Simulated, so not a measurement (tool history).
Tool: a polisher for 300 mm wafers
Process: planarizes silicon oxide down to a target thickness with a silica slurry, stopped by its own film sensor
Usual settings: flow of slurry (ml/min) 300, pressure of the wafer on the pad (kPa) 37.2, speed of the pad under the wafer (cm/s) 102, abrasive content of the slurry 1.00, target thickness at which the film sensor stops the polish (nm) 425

| run | day | flow of slurry (ml/min) | pressure of the wafer on the pad (kPa) | speed of the pad under the wafer (cm/s) | abrasive content of the slurry | target thickness at which the film sensor stops the polish (nm) | incoming thickness of the incoming film, nm | time until the film sensor stopped the polish (s) |
|---|---|---|---|---|---|---|---|---|
| 1 | 0.000 | 300 | 33.8 | 102 | 1.00 | 425 | 732.0 | 91.7 |
| 2 | 0.421 | 300 | 33.8 | 102 | 1.00 | 425 | 725.2 | 90.8 |
| 3 | 1.000 | 300 | 33.8 | 102 | 1.00 | 425 | 745.0 | 97.8 |
| 4 | 2.058 | 300 | 37.2 | 102 | 1.00 | 425 | 728.3 | 88.2 |
|  | 4.154 | conditioning disc replaced and pad reconditioned |
| 5 | 4.204 | 350 | 37.2 | 102 | 1.00 | 425 | 746.2 | 90.1 |
|  | 4.412 | slurry blender recalibrated |
|  | 4.658 | head pressure recalibrated |
| 6 | 4.692 | 350 | 37.2 | 102 | 1.00 | 425 | 726.1 | 85.8 |
| 7 | 5.392 | 350 | 37.2 | 102 | 1.00 | 425 | 742.4 | 92.5 |
| 8 | 6.117 | 330 | 37.2 | 102 | 1.00 | 425 | 741.3 | 93.8 |
|  | 6.183 | slurry nozzle cleaned |
|  | 6.346 | worn pad replaced by a new one |
| 9 | 6.562 | 240 | 37.2 | 72 | 0.80 | 535 | 745.9 | 89.0 |
| 10 | 6.846 | 300 | 48.3 | 102 | 1.20 | 425 | 738.1 | 63.7 |
| 11 | 7.196 | 300 | 24.8 | 86 | 0.80 | 382 | 748.1 | 175.9 |
| 12 | 7.804 | 250 | 44.8 | 102 | 1.00 | 346 | 752.5 | 98.9 |
| 13 | 8.221 | 300 | 37.2 | 102 | 1.20 | 425 | 745.4 | 81.6 |
| 14 | 8.746 | 300 | 33.8 | 102 | 1.00 | 425 | 739.8 | 93.3 |
| 15 | 8.996 | 340 | 42.7 | 68 | 1.00 | 425 | 730.3 | 102.9 |
| 16 | 9.262 | 300 | 33.8 | 102 | 1.00 | 425 | 742.6 | 94.6 |

Hidden state or all else? Some run-to-run changes of time until the film sensor stopped the polish (s), split into what the settings, what came in and random variation would give without the hidden state, and what is left for the hidden state (with any gauge scatter that isn't in both results):
The hidden state here: removal rate lost through wear of the pad, %; slurry flow missing at the pad, %; deviation of the head's pressure from its setpoint, %; abrasive missing from the slurry, %; time polished since the conditioner stopped cutting, s.
Run 8 -> 9: flow of slurry (ml/min) 330 -> 240, speed of the pad under the wafer (cm/s) 102 -> 72, abrasive content of the slurry 1.00 -> 0.80, target thickness at which the film sensor stops the polish (nm) 425 -> 535, slurry nozzle cleaned, worn pad replaced by a new one. time until the film sensor stopped the polish (s) -4.8: hidden state -8.7, all else +3.9.
Run 10 -> 11: pressure of the wafer on the pad (kPa) 48.3 -> 24.8, speed of the pad under the wafer (cm/s) 102 -> 86, abrasive content of the slurry 1.20 -> 0.80, target thickness at which the film sensor stops the polish (nm) 425 -> 382. time until the film sensor stopped the polish (s) +112.2: hidden state +2.6, all else +109.6.

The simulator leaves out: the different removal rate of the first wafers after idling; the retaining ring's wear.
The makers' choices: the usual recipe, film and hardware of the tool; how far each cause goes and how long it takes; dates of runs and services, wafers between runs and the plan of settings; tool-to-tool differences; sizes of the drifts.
